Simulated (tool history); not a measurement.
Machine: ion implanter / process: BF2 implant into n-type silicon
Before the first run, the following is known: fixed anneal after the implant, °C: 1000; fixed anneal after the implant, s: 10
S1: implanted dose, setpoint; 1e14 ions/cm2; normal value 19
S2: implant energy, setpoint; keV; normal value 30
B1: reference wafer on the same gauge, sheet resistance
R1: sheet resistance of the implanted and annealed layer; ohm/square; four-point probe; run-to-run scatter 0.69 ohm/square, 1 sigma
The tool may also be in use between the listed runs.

run 1 day=0 | S1=19 S2=30 | B1=152.29 | R1=149.52
run 2 day=1.329 | S1=19 S2=30 | B1=152.44 | R1=150.73
run 3 day=4.208 | S1=19 S2=30 | B1=152.93 | R1=149.36
run 4 day=6.05 | S1=19 S2=30 | B1=153.23 | R1=149.31
-- day=8.792 extraction supply calibrated
run 5 day=8.888 | S1=19 S2=30 | B1=153.63 | R1=150.93
run 6 day=10.712 | S1=19 S2=30 | B1=153.74 | R1=150.6
-- day=13.454 Faraday cup replaced and dose calibrated
run 7 day=13.7 | S1=19 S2=30 | B1=154.16 | R1=151.33

Forecast run 8:
run 8 day=15.862 | S1=22.01 S2=38 | B1=? | R1=?

For run 8 the tool returned B1 154.67, R1 130.89 ohm/square.
Had the tool carried no hidden state, the very same run would have given R1 128.76 ohm/square.

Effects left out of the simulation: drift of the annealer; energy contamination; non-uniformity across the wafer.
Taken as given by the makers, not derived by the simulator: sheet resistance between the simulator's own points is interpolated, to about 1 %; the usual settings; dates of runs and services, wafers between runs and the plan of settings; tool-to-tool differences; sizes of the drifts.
